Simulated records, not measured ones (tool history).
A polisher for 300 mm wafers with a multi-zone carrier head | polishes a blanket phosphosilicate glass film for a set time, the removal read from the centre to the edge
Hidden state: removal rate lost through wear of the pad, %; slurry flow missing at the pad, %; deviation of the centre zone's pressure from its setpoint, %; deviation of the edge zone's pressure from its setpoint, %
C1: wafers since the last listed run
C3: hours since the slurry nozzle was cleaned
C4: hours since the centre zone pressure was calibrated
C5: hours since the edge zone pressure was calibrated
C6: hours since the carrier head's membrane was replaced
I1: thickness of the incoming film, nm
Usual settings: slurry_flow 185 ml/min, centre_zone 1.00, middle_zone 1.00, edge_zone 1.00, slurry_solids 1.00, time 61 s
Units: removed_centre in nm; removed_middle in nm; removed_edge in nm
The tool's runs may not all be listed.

Run 1, day 0.000: usual settings; C1 0; wafers polished on this pad 1846; C3 158.4; C4 170.6; C5 951.0; C6 766.0; I1 3888.0. Result: removed_centre 644.2 nm, removed_middle 638.5 nm, removed_edge 633.1 nm.
At day 0.192: worn pad replaced by a new one.
Run 2, day 1.371: usual settings; C1 214; wafers polished on this pad 210; C3 191.3; C4 203.5; C5 983.9; C6 798.9; I1 3911.9. Result: removed_centre 642.2 nm, removed_middle 652.8 nm, removed_edge 632.6 nm.
Run 3, day 2.462: usual settings; C1 194; wafers polished on this pad 404; C3 217.5; C4 229.7; C5 1010.1; C6 825.1; I1 3863.9. Result: removed_centre 657.1 nm, removed_middle 637.2 nm, removed_edge 630.9 nm.
Run 4, day 5.183: usual settings; C1 484; wafers polished on this pad 888; C3 282.8; C4 295.0; C5 1075.4; C6 890.4; I1 3920.1. Result: removed_centre 658.8 nm, removed_middle 639.8 nm, removed_edge 635.9 nm.
Run 5, day 7.125: usual settings but slurry_flow 140 ml/min, slurry_solids 1.25; C1 345; wafers polished on this pad 1234; C3 329.4; C4 341.6; C5 1122.0; C6 937.0; I1 3803.7. Result: removed_centre 676.7 nm, removed_middle 657.8 nm, removed_edge 662.5 nm.
Run 6, day 8.312: usual settings but edge_zone 0.95; C1 211; wafers polished on this pad 1445; C3 357.9; C4 370.1; C5 1150.5; C6 965.5; I1 3858.9. Result: removed_centre 652.0 nm, removed_middle 637.2 nm, removed_edge 625.5 nm.
At day 8.879: slurry nozzle cleaned.
Run 7, day 10.267: usual settings but centre_zone 1.04; C1 340; wafers polished on this pad 1785; C3 33.3; C4 417.0; C5 1197.4; C6 1012.4; I1 3826.7. Result: removed_centre 677.7 nm, removed_middle 646.3 nm, removed_edge 642.5 nm.
At day 13.354: worn pad replaced by a new one.
Run 8, day 13.375: usual settings but centre_zone 1.04; C1 523; wafers polished on this pad 3; C3 107.9; C4 491.6; C5 1272.0; C6 1087.0; I1 3843.8. Result: removed_centre 693.6 nm, removed_middle 645.8 nm, removed_edge 630.9 nm.
At day 19.096: edge zone pressure recalibrated.
Run 9, day 19.725: usual settings; C1 1115; wafers polished on this pad 1118; C3 260.3; C4 644.0; C5 15.1; C6 1239.4; I1 3836.1. Result: removed_centre 683.7 nm, removed_middle 652.0 nm, removed_edge 639.6 nm.
Run 10, day 22.288: usual settings; C1 456; wafers polished on this pad 1574; C3 321.8; C4 705.5; C5 76.6; C6 1300.9; I1 3948.0. Result: removed_centre 650.6 nm, removed_middle 656.3 nm, removed_edge 637.8 nm.
Run 11, day 23.304: usual settings but slurry_solids 0.85, time 79 s; C1 180; wafers polished on this pad 1755; C3 346.2; C4 729.9; C5 101.0; C6 1325.3; I1 3863.3. Result: removed_centre 811.6 nm, removed_middle 783.3 nm, removed_edge 773.5 nm.
At day 23.754: slurry nozzle cleaned.
Run 12, day 25.058: usual settings but middle_zone 1.06, edge_zone 1.04, slurry_solids 1.15; C1 304; wafers polished on this pad 2060; C3 31.3; C4 772.0; C5 143.1; C6 1367.4; I1 3839.0. Result: removed_centre 697.8 nm, removed_middle 708.1 nm, removed_edge 681.2 nm.
At day 26.096: worn pad replaced by a new one.
Run 13, day 26.425: usual settings but centre_zone 1.11, time 55 s; C1 213; wafers polished on this pad 58; C3 64.1; C4 804.8; C5 175.9; C6 1400.2; I1 3864.5. Result: removed_centre 632.6 nm, removed_middle 581.9 nm, removed_edge 573.5 nm.
At day 27.021: carrier head's membrane replaced by a new one.
Run 14, day 27.671: usual settings; C1 184; wafers polished on this pad 243; C3 94.0; C4 834.7; C5 205.8; C6 15.6; I1 3854.1. Result: removed_centre 653.3 nm, removed_middle 645.6 nm, removed_edge 637.2 nm.
Run 15, day 30.417: usual settings but edge_zone 0.91; C1 488; wafers polished on this pad 732; C3 159.9; C4 900.6; C5 271.7; C6 81.5; I1 3905.7. Result: removed_centre 682.1 nm, removed_middle 654.3 nm, removed_edge 607.8 nm.
Run 16, day 33.204: usual settings but middle_zone 0.97, slurry_solids 0.70; C1 496; wafers polished on this pad 1228; C3 226.8; C4 967.5; C5 338.6; C6 148.4; I1 3905.5. Result: removed_centre 582.2 nm, removed_middle 536.5 nm, removed_edge 549.3 nm.
Run 17, day 34.779: usual settings but middle_zone 0.89, edge_zone 0.90, time 76 s; C1 280; wafers polished on this pad 1508; C3 264.6; C4 1005.3; C5 376.4; C6 186.2; I1 3867.6. Result: removed_centre 838.9 nm, removed_middle 730.7 nm, removed_edge 751.3 nm.
At day 35.621: slurry nozzle cleaned.
At day 36.612: centre zone pressure recalibrated.
At day 39.167: worn pad replaced by a new one.
Run 18, day 43.558: usual settings but slurry_flow 150 ml/min, middle_zone 1.07; C1 1510; wafers polished on this pad 781; C3 190.5; C4 166.7; C5 587.1; C6 396.9; I1 3846.4. Result: removed_centre 616.1 nm, removed_middle 645.3 nm, removed_edge 618.6 nm.
Run 19, day 46.267: usual settings but slurry_flow 225 ml/min, slurry_solids 1.25; C1 481; wafers polished on this pad 1263; C3 255.5; C4 231.7; C5 652.1; C6 461.9; I1 3890.8. Result: removed_centre 726.9 nm, removed_middle 710.6 nm, removed_edge 705.9 nm.
At day 48.204: slurry nozzle cleaned.
Run 20, day 49.238: usual settings but slurry_flow 140 ml/min, slurry_solids 1.25; C1 521; wafers polished on this pad 1784; C3 24.8; C4 303.0; C5 723.4; C6 533.2; I1 3859.9. Result: removed_centre 657.2 nm, removed_middle 676.6 nm, removed_edge 659.0 nm.
At day 50.896: worn pad replaced by a new one.
Run 21, day 51.462: usual settings; C1 366; wafers polished on this pad 101; C3 78.2; C4 356.4; C5 776.8; C6 586.6; I1 3846.5. Result: removed_centre 663.0 nm, removed_middle 652.8 nm, removed_edge 635.7 nm.
Run 22, day 53.250: usual settings but centre_zone 1.10, slurry_solids 1.15; C1 318; wafers polished on this pad 419; C3 121.1; C4 399.3; C5 819.7; C6 629.5; I1 3869.9. Result: removed_centre 729.1 nm, removed_middle 691.4 nm, removed_edge 673.0 nm.

3 ways to go on from here, each from the tool as it stands after run 22. What would each give?
Run A, day 53.267: usual settings but slurry_solids 0.80; C1 2; wafers polished on this pad 422; C3 121.5; C4 399.7; C5 820.1; C6 629.9; I1 3806.1. Result: removed_centre ?, removed_middle ?, removed_edge ?.
Run B, day 53.267: usual settings but centre_zone 0.90, slurry_solids 1.30; C1 2; wafers polished on this pad 422; C3 121.5; C4 399.7; C5 820.1; C6 629.9; I1 3806.1. Result: removed_centre ?, removed_middle ?, removed_edge ?.
Run C, day 53.267: usual settings but slurry_solids 0.70; C1 2; wafers polished on this pad 422; C3 121.5; C4 399.7; C5 820.1; C6 629.9; I1 3806.1. Result: removed_centre ?, removed_middle ?, removed_edge ?.

run  removed_centre  removed_middle  removed_edge
  A           594.2           592.3         588.9
  B           672.3           711.2         706.9
  C           562.8           561.0         557.8
Without the tool's hidden state the same runs would have given:
run  removed_centre  removed_middle  removed_edge
  A           567.4           592.4         588.9
  B           641.8           711.4         706.9
  C           537.5           561.1         557.8
